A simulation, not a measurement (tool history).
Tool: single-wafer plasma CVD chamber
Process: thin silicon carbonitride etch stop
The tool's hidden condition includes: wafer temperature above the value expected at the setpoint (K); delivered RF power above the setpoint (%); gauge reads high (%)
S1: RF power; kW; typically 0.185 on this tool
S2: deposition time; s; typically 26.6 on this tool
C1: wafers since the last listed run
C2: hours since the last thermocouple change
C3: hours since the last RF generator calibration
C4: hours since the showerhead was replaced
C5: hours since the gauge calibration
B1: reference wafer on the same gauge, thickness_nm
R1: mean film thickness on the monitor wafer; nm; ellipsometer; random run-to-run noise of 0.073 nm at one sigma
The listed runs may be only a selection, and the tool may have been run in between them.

run,hour,S1,S2,C1,C2,C3,C4,C5,B1,R1
1,0,0.185,28.8,0,1506.9,1439.8,5286.4,211.5,16.397,14.889
# hour 0.1: gauge calibrated
2,12.9,0.195,26.6,153,1519.8,1452.7,5299.3,12.8,16.421,14.048
3,19.4,0.185,23.6,77,1526.3,1459.2,5305.8,19.3,16.399,12.292
4,28.2,0.185,23.6,104,1535.1,1468,5314.6,28.1,16.404,12.254
5,35.7,0.185,23.6,89,1542.6,1475.5,5322.1,35.6,16.417,12.377
6,46.2,0.185,29.3,124,1553.1,1486,5332.6,46.1,16.415,15.336
7,64,0.185,29.3,211,1570.9,1503.8,5350.4,63.9,16.399,15.197
8,79.7,0.185,26.6,186,1586.6,1519.5,5366.1,79.6,16.401,14.027
9,89.6,0.185,26.6,117,1596.5,1529.4,5376,89.5,16.391,13.9
10,100.9,0.185,26.6,134,1607.8,1540.7,5387.3,100.8,16.396,13.964
11,113.5,0.185,26.6,149,1620.4,1553.3,5399.9,113.4,16.402,13.912
12,125.7,0.185,26.6,144,1632.6,1565.5,5412.1,125.6,16.407,13.833
13,134.7,0.185,26.6,106,1641.6,1574.5,5421.1,134.6,16.382,13.754
# hour 146.8: thermocouple changed; heater temperature recalibrated
14,149.8,0.215,22.2,84,3,1589.6,5436.2,149.7,16.409,12.316
15,156.7,0.15,21.9,81,9.9,1596.5,5443.1,156.6,16.374,10.468
# hour 168.1: showerhead replaced
16,171,0.185,28.8,74,24.2,1610.8,2.9,170.9,16.376,14.842
# hour 188.7: RF generator calibrated
17,216,0.185,26.6,439,69.2,27.3,47.9,215.9,16.404,13.875
18,222.2,0.185,26.6,73,75.4,33.5,54.1,222.1,16.388,13.82
19,232.2,0.155,21.6,118,85.4,43.5,64.1,232.1,16.388,10.54
# hour 233.7: gauge calibrated
20,242.2,0.185,26.6,118,95.4,53.5,74.1,8.5,16.408,13.773
21,251.1,0.185,26.6,105,104.3,62.4,83,17.4,16.421,13.889
22,265.8,0.205,22.1,174,119,77.1,97.7,32.1,16.403,11.983
23,281.2,0.185,31.8,182,134.4,92.5,113.1,47.5,16.413,16.412
24,289.9,0.15,21.8,103,143.1,101.2,121.8,56.2,16.399,10.453
25,301.7,0.17,26.6,140,154.9,113,133.6,68,16.423,13.347
26,312,0.215,31.2,122,165.2,123.3,143.9,78.3,16.39,17.085
27,325.2,0.15,29.5,156,178.4,136.5,157.1,91.5,16.405,14.11

4 options for the next run, each taken on its own from the tool as it stands now. Forecast them:
A,325.6,0.2,26.6,4,178.8,136.9,157.5,91.9,?,?
B,325.6,0.165,22.9,4,178.8,136.9,157.5,91.9,?,?
C,325.6,0.205,23.2,4,178.8,136.9,157.5,91.9,?,?
D,325.6,0.195,23.2,4,178.8,136.9,157.5,91.9,?,?

run,B1,R1
A,16.403,14.216
B,16.403,11.32
C,16.403,12.519
D,16.403,12.276
Without the tool's unlogged condition, the same runs would have read:
run,R1
A,14.216
B,11.32
C,12.519
D,12.276
